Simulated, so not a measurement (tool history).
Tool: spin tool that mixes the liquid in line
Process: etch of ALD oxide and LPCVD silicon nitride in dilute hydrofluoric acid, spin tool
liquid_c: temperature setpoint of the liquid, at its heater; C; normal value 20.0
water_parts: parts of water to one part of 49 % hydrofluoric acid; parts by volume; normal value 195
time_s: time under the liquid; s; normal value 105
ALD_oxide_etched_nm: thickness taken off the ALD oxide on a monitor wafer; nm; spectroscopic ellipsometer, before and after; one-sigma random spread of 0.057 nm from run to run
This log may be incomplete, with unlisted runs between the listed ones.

run,hour,liquid_c,water_parts,time_s,"read-back film thickness of the ALD oxide reference wafer, read on the same gauge (nm)",ALD_oxide_etched_nm
1,0.0,20.0,195,85,80.00,5.55
2,35.8,22.5,195,105,79.99,7.57
3,89.2,20.0,195,105,80.02,6.94
4,146.4,20.0,195,105,80.00,6.84
5,180.2,20.0,195,105,80.01,6.88
6,205.0,20.0,170,105,80.00,8.20
# hour 229.1: gauge calibrated
7,233.2,20.0,250,105,80.00,5.11
8,277.3,20.0,195,105,79.99,6.99
9,334.8,20.0,195,105,79.99,6.97
10,392.1,23.5,195,105,80.02,7.99
11,417.1,25.0,270,125,79.98,6.75
# hour 461.7: hydrofluoric acid flow meter replaced
12,475.4,20.0,195,105,79.98,6.37
13,532.7,20.0,235,105,80.04,5.09
14,566.1,18.5,295,60,79.97,2.09
# hour 574.4: gauge calibrated
15,599.0,20.0,195,105,79.99,6.33
# hour 604.4: thermometer replaced
16,669.6,17.5,220,55,80.00,2.91
17,716.6,18.5,140,55,80.01,5.19
18,758.1,23.0,195,135,80.01,10.31

Predict each of these 5 candidate next runs independently; none follows another, all start after run 18:
A,758.5,20.0,280,105,?,?
B,758.5,17.0,195,135,?,?
C,758.5,18.0,145,60,?,?
D,758.5,23.0,195,80,?,?
E,758.5,20.0,240,165,?,?

run,"read-back film thickness of the ALD oxide reference wafer, read on the same gauge (nm)",ALD_oxide_etched_nm
A,80.00,4.67
B,80.00,8.27
C,80.00,5.39
D,80.00,6.20
E,80.00,8.88
Had the tool no hidden state, the same runs would have come out as:
run,ALD_oxide_etched_nm
A,4.43
B,7.88
C,5.15
D,5.89
E,8.43
